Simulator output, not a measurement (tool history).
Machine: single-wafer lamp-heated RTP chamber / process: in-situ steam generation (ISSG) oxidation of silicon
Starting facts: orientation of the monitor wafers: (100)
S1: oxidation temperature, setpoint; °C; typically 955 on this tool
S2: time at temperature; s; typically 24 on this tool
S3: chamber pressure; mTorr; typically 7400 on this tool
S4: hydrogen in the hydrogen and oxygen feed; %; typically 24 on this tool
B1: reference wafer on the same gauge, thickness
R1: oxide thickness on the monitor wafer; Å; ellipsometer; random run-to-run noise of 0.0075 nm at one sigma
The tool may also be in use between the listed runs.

run 1 hour=0 | S1=955 S2=24 S3=7400 S4=24 | B1=4.651 | R1=50.25
run 2 hour=6.9 | S1=955 S2=24 S3=7400 S4=24 | B1=4.65 | R1=50.32
run 3 hour=14.3 | S1=955 S2=19 S3=7400 S4=24 | B1=4.65 | R1=45.73
run 4 hour=23.8 | S1=955 S2=19 S3=7400 S4=24 | B1=4.651 | R1=45.74
run 5 hour=36 | S1=955 S2=19 S3=7400 S4=24 | B1=4.65 | R1=45.79
run 6 hour=49.6 | S1=955 S2=24 S3=7400 S4=24 | B1=4.649 | R1=50.37
run 7 hour=57.3 | S1=955 S2=24 S3=7400 S4=28 | B1=4.651 | R1=52.51
run 8 hour=68.1 | S1=955 S2=24 S3=7400 S4=24 | B1=4.649 | R1=50.63
run 9 hour=79.7 | S1=955 S2=24 S3=7400 S4=24 | B1=4.65 | R1=50.57
-- hour=94.5 pyrometer window cleaned and pyrometer calibrated
run 10 hour=95 | S1=968 S2=24 S3=7400 S4=24 | B1=4.65 | R1=52.31
run 11 hour=105.8 | S1=955 S2=24 S3=7400 S4=24 | B1=4.648 | R1=50.12
run 12 hour=113.3 | S1=955 S2=24 S3=7400 S4=24 | B1=4.649 | R1=49.97
-- hour=124.4 pressure gauge zeroed
run 13 hour=129.1 | S1=955 S2=28 S3=7000 S4=16 | B1=4.649 | R1=48.63
run 14 hour=137.2 | S1=955 S2=16 S3=7400 S4=24 | B1=4.649 | R1=42.57
run 15 hour=148.1 | S1=975 S2=24 S3=7900 S4=14 | B1=4.65 | R1=47.63
-- hour=168 hydrogen flow controller replaced
run 16 hour=168.5 | S1=943 S2=24 S3=7400 S4=24 | B1=4.649 | R1=48.25
run 17 hour=176.7 | S1=945 S2=24 S3=7000 S4=32 | B1=4.65 | R1=52.37
run 18 hour=186.6 | S1=955 S2=24 S3=7400 S4=15 | B1=4.648 | R1=45.07

Predict the results of run 19:
run 19 hour=203.8 | S1=955 S2=24 S3=7400 S4=24 | B1=? | R1=?

{"run 19": {"B1": 4.648, "R1": 50.25}}
Had the tool carried no hidden state, the very same run would have given R1 50.19 Å.
